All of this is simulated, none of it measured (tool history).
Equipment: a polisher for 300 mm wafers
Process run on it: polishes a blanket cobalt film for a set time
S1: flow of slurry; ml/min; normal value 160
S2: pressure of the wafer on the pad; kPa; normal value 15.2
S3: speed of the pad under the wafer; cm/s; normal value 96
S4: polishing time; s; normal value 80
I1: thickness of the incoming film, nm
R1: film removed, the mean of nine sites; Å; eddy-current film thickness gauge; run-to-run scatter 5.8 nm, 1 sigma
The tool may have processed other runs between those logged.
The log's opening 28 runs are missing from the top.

{"run": 29, "day": 30.992, "S1": 160, "S2": 15.2, "S3": 74, "S4": 80, "I1": 1586.1, "R1": 3422}
{"run": 30, "day": 32.396, "S1": 180, "S2": 15.2, "S3": 120, "S4": 108, "I1": 1551.7, "R1": 7341}
{"run": 31, "day": 32.958, "S1": 140, "S2": 15.2, "S3": 96, "S4": 72, "I1": 1566.8, "R1": 3797}
{"run": 32, "day": 34.383, "S1": 160, "S2": 10.3, "S3": 118, "S4": 80, "I1": 1553.7, "R1": 4252}
{"day": 35.292, "done": "worn pad replaced by a new one"}
{"run": 33, "day": 35.512, "S1": 110, "S2": 15.2, "S3": 116, "S4": 80, "I1": 1544.1, "R1": 5057}
{"run": 34, "day": 36.071, "S1": 215, "S2": 13.1, "S3": 128, "S4": 94, "I1": 1563.3, "R1": 6421}
{"run": 35, "day": 37.238, "S1": 130, "S2": 20, "S3": 96, "S4": 100, "I1": 1574.6, "R1": 6334}
{"run": 36, "day": 38.675, "S1": 160, "S2": 15.2, "S3": 96, "S4": 80, "I1": 1542.2, "R1": 4378}

Here are 5 independent what-if runs from the current tool condition. What would each one return?
{"run": "A", "day": 38.696, "S1": 160, "S2": 15.2, "S3": 96, "S4": 80, "I1": 1556.5, "R1": "?"}
{"run": "B", "day": 38.696, "S1": 160, "S2": 11, "S3": 120, "S4": 80, "I1": 1556.5, "R1": "?"}
{"run": "C", "day": 38.696, "S1": 160, "S2": 20, "S3": 122, "S4": 80, "I1": 1556.5, "R1": "?"}
{"run": "D", "day": 38.696, "S1": 175, "S2": 12.4, "S3": 96, "S4": 80, "I1": 1556.5, "R1": "?"}
{"run": "E", "day": 38.696, "S1": 140, "S2": 15.2, "S3": 106, "S4": 80, "I1": 1556.5, "R1": "?"}

run=A R1=4249
run=B R1=4442
run=C R1=6430
run=D R1=3828
run=E R1=4612
Stripped of hidden state, with their random variation kept, the same runs would have yielded:
run=A R1=4460
run=B R1=4663
run=C R1=6750
run=D R1=4009
run=E R1=4859
